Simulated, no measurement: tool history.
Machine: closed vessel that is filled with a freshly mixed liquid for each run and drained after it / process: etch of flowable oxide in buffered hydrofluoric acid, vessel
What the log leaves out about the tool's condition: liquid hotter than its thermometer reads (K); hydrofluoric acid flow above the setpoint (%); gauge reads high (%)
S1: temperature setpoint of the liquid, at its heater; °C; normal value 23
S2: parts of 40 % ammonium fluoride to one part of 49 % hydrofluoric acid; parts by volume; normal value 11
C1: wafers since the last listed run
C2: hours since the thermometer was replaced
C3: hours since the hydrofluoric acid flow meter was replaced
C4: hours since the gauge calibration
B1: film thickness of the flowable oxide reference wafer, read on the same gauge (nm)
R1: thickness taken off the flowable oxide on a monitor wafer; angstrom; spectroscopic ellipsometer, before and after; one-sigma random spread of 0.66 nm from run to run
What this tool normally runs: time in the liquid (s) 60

Run 1, hour 0: usual settings but S1 25 °C; C1 0; C2 2208.1; C3 1964.7; C4 758.4; B1 89.99. Result: R1 1697.9 angstrom.
Run 2, hour 34.9: usual settings but time in the liquid (s) 35; C1 4531; C2 2243; C3 1999.6; C4 793.3; B1 89.98. Result: R1 890.6 angstrom.
Run 3, hour 47.8: usual settings but time in the liquid (s) 35; C1 1675; C2 2255.9; C3 2012.5; C4 806.2; B1 90.01. Result: R1 880.9 angstrom.
Run 4, hour 72.7: usual settings; C1 3233; C2 2280.8; C3 2037.4; C4 831.1; B1 89.99. Result: R1 1519.7 angstrom.
Run 5, hour 87.9: usual settings; C1 1973; C2 2296; C3 2052.6; C4 846.3; B1 90. Result: R1 1518 angstrom.
Run 6, hour 121.6: usual settings; C1 4375; C2 2329.7; C3 2086.3; C4 880; B1 89.97. Result: R1 1522.5 angstrom.
Run 7, hour 144.5: usual settings; C1 2973; C2 2352.6; C3 2109.2; C4 902.9; B1 90.01. Result: R1 1513.3 angstrom.
Run 8, hour 159.9: usual settings; C1 1999; C2 2368; C3 2124.6; C4 918.3; B1 90. Result: R1 1514.9 angstrom.
Run 9, hour 179.3: usual settings; C1 2519; C2 2387.4; C3 2144; C4 937.7; B1 90.02. Result: R1 1516.2 angstrom.
Run 10, hour 206.8: usual settings but S1 21 °C, S2 9.5 parts by volume; C1 3570; C2 2414.9; C3 2171.5; C4 965.2; B1 90. Result: R1 1534.1 angstrom.
Run 11, hour 232.5: usual settings but S1 21 °C, S2 9.5 parts by volume; C1 3337; C2 2440.6; C3 2197.2; C4 990.9; B1 90. Result: R1 1539.6 angstrom.
Run 12, hour 257.5: usual settings but S1 25.5 °C, time in the liquid (s) 85; C1 3246; C2 2465.6; C3 2222.2; C4 1015.9; B1 90. Result: R1 2469.9 angstrom.
Run 13, hour 287.4: usual settings but S1 25.5 °C, time in the liquid (s) 85; C1 3882; C2 2495.5; C3 2252.1; C4 1045.8; B1 90.01. Result: R1 2476.2 angstrom.
Run 14, hour 303.8: usual settings but S1 25.5 °C, time in the liquid (s) 85; C1 2129; C2 2511.9; C3 2268.5; C4 1062.2; B1 90. Result: R1 2468 angstrom.
At hour 320.2: thermometer replaced.
Run 15, hour 334.9: usual settings; C1 3908; C2 14.7; C3 2299.6; C4 1093.3; B1 90.02. Result: R1 1531 angstrom.
Run 16, hour 349: usual settings but S1 19 °C, S2 14.5 parts by volume, time in the liquid (s) 35; C1 1830; C2 28.8; C3 2313.7; C4 1107.4; B1 90.02. Result: R1 540.4 angstrom.
Run 17, hour 370.4: usual settings but time in the liquid (s) 85; C1 2778; C2 50.2; C3 2335.1; C4 1128.8; B1 90.01. Result: R1 2158.8 angstrom.
Run 18, hour 406.3: usual settings but S1 25 °C, time in the liquid (s) 50; C1 4661; C2 86.1; C3 2371; C4 1164.7; B1 90.01. Result: R1 1414 angstrom.
Run 19, hour 423.1: usual settings; C1 2181; C2 102.9; C3 2387.8; C4 1181.5; B1 90. Result: R1 1528 angstrom.
At hour 441.4: gauge calibrated.
At hour 448.1: hydrofluoric acid flow meter replaced.
Run 20, hour 458.7: usual settings; C1 4492; C2 138.5; C3 10.6; C4 17.3; B1 90.01. Result: R1 1519.4 angstrom.
Run 21, hour 483.1: usual settings; C1 3168; C2 162.9; C3 35; C4 41.7; B1 89.98. Result: R1 1516.7 angstrom.
Run 22, hour 500: usual settings but S1 20.5 °C, S2 12.5 parts by volume, time in the liquid (s) 40; C1 2194; C2 179.8; C3 51.9; C4 58.6; B1 90.02. Result: R1 770.7 angstrom.
Run 23, hour 516.5: usual settings but S1 26.5 °C; C1 2142; C2 196.3; C3 68.4; C4 75.1; B1 89.99. Result: R1 1841.1 angstrom.
Run 24, hour 550: usual settings but S1 20.5 °C, S2 8 parts by volume; C1 4349; C2 229.8; C3 101.9; C4 108.6; B1 89.99. Result: R1 1753.8 angstrom.
Run 25, hour 564.4: usual settings but S1 19.5 °C, S2 7.5 parts by volume, time in the liquid (s) 70; C1 1869; C2 244.2; C3 116.3; C4 123; B1 89.99. Result: R1 2079.8 angstrom.
Run 26, hour 588.4: usual settings but S2 8 parts by volume, time in the liquid (s) 35; C1 3116; C2 268.2; C3 140.3; C4 147; B1 89.99. Result: R1 1179.9 angstrom.
Run 27, hour 622.4: usual settings but S1 25 °C, S2 6.5 parts by volume; C1 4414; C2 302.2; C3 174.3; C4 181; B1 89.98. Result: R1 2807.6 angstrom.
Run 28, hour 643.1: usual settings but time in the liquid (s) 30; C1 2687; C2 322.9; C3 195; C4 201.7; B1 89.98. Result: R1 764.3 angstrom.
Run 29, hour 668.8: usual settings but S1 18 °C, S2 15 parts by volume, time in the liquid (s) 80; C1 3337; C2 348.6; C3 220.7; C4 227.4; B1 89.99. Result: R1 1132.4 angstrom.
Run 30, hour 764: usual settings; C1 12361; C2 443.8; C3 315.9; C4 322.6; B1 89.99. Result: R1 1515.7 angstrom.
Run 31, hour 864.6: usual settings but S1 21.5 °C, S2 9.5 parts by volume, time in the liquid (s) 30; C1 13062; C2 544.4; C3 416.5; C4 423.2; B1 90. Result: R1 790.9 angstrom.
Run 32, hour 883.4: usual settings but S1 20 °C, S2 14 parts by volume, time in the liquid (s) 30; C1 2441; C2 563.2; C3 435.3; C4 442; B1 89.97. Result: R1 509.7 angstrom.
Run 33, hour 900.8: usual settings but S2 12.5 parts by volume; C1 2259; C2 580.6; C3 452.7; C4 459.4; B1 89.99. Result: R1 1347.8 angstrom.

List, for all runs, the conditions of the tool that the log does not record:
liquid hotter than its thermometer reads (K): 0 on each run
hydrofluoric acid flow above the setpoint (%): 0 on each run
gauge reads high (%): 0 on each run
